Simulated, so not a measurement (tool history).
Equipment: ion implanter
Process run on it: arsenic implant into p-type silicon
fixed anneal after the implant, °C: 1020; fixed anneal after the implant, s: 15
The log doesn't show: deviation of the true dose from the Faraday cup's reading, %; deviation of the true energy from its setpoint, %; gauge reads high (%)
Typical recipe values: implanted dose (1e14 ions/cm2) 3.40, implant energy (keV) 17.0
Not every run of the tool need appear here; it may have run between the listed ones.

| run | hour | implanted dose (1e14 ions/cm2) | implant energy (keV) | wafers since the last listed run | hours since the last dose calibration | hours since the extraction supply was calibrated | hours since the gauge calibration | read-back reference wafer on the same gauge, sheet resistance | sheet resistance of the implanted and annealed layer (ohm/square) |
|---|---|---|---|---|---|---|---|---|---|
| 1 | 0.0 | 3.04 | 17.0 | 0 | 267.0 | 1769.4 | 194.2 | 259.94 | 303.57 |
| 2 | 31.5 | 3.04 | 17.0 | 463 | 298.5 | 1800.9 | 225.7 | 260.01 | 303.49 |
| 3 | 37.6 | 3.40 | 17.0 | 89 | 304.6 | 1807.0 | 231.8 | 260.08 | 278.86 |
| 4 | 55.0 | 2.72 | 20.5 | 255 | 322.0 | 1824.4 | 249.2 | 259.96 | 322.06 |
| 5 | 69.7 | 3.17 | 17.0 | 216 | 336.7 | 1839.1 | 263.9 | 260.02 | 293.27 |
| 6 | 85.8 | 3.17 | 17.0 | 236 | 352.8 | 1855.2 | 280.0 | 260.05 | 293.06 |
|  | 103.6 | extraction supply calibrated |
| 7 | 104.1 | 3.17 | 17.0 | 151 | 371.1 | 0.5 | 298.3 | 260.03 | 293.21 |
| 8 | 113.3 | 3.75 | 19.0 | 135 | 380.3 | 9.7 | 307.5 | 260.03 | 254.18 |
| 9 | 127.7 | 3.71 | 15.5 | 211 | 394.7 | 24.1 | 321.9 | 259.96 | 261.96 |
|  | 137.6 | gauge calibrated |
| 10 | 142.6 | 2.88 | 17.0 | 219 | 409.6 | 39.0 | 5.0 | 260.03 | 313.85 |
|  | 159.6 | Faraday cup replaced and dose calibrated |
| 11 | 160.1 | 2.88 | 17.0 | 139 | 0.5 | 56.5 | 22.5 | 260.09 | 318.20 |
| 12 | 161.4 | 2.84 | 23.0 | 19 | 1.8 | 57.8 | 23.8 | 260.01 | 309.87 |
| 13 | 176.0 | 2.50 | 23.0 | 214 | 16.4 | 72.4 | 38.4 | 260.00 | 339.72 |
| 14 | 184.7 | 2.67 | 17.0 | 127 | 25.1 | 81.1 | 47.1 | 260.03 | 337.42 |
| 15 | 191.1 | 3.40 | 17.0 | 94 | 31.5 | 87.5 | 53.5 | 259.98 | 280.87 |
| 16 | 198.9 | 4.14 | 14.0 | 114 | 39.3 | 95.3 | 61.3 | 260.01 | 247.69 |
| 17 | 206.4 | 3.40 | 17.0 | 110 | 46.8 | 102.8 | 68.8 | 259.98 | 280.62 |
| 18 | 224.0 | 2.53 | 19.0 | 258 | 64.4 | 120.4 | 86.4 | 259.94 | 344.85 |
| 19 | 235.3 | 3.84 | 14.0 | 166 | 75.7 | 131.7 | 97.7 | 260.03 | 261.84 |
| 20 | 247.7 | 4.22 | 11.5 | 182 | 88.1 | 144.1 | 110.1 | 259.96 | 249.56 |
| 21 | 261.5 | 3.40 | 17.0 | 202 | 101.9 | 157.9 | 123.9 | 260.02 | 280.65 |
| 22 | 290.1 | 2.59 | 15.0 | 420 | 130.5 | 186.5 | 152.5 | 259.92 | 349.71 |
| 23 | 308.0 | 3.40 | 14.5 | 263 | 148.4 | 204.4 | 170.4 | 260.06 | 285.51 |

What if the next run were any one of these 5? Each begins from the tool's condition after run 23:
| A | 308.4 | 3.40 | 17.0 | 5 | 148.8 | 204.8 | 170.8 | ? | ? |
| B | 308.4 | 3.87 | 13.0 | 5 | 148.8 | 204.8 | 170.8 | ? | ? |
| C | 308.4 | 3.00 | 12.5 | 5 | 148.8 | 204.8 | 170.8 | ? | ? |
| D | 308.4 | 2.67 | 13.5 | 5 | 148.8 | 204.8 | 170.8 | ? | ? |
| E | 308.4 | 3.07 | 12.5 | 5 | 148.8 | 204.8 | 170.8 | ? | ? |

| run | read-back reference wafer on the same gauge, sheet resistance | sheet resistance of the implanted and annealed layer (ohm/square) |
|---|---|---|
| A | 260.03 | 281.00 |
| B | 260.03 | 262.69 |
| C | 260.03 | 319.49 |
| D | 260.03 | 346.28 |
| E | 260.03 | 313.94 |
With the hidden condition removed and each run's random variation left untouched, the same runs would have given:
| run | sheet resistance of the implanted and annealed layer (ohm/square) |
|---|---|
| A | 280.30 |
| B | 262.04 |
| C | 318.69 |
| D | 345.41 |
| E | 313.16 |
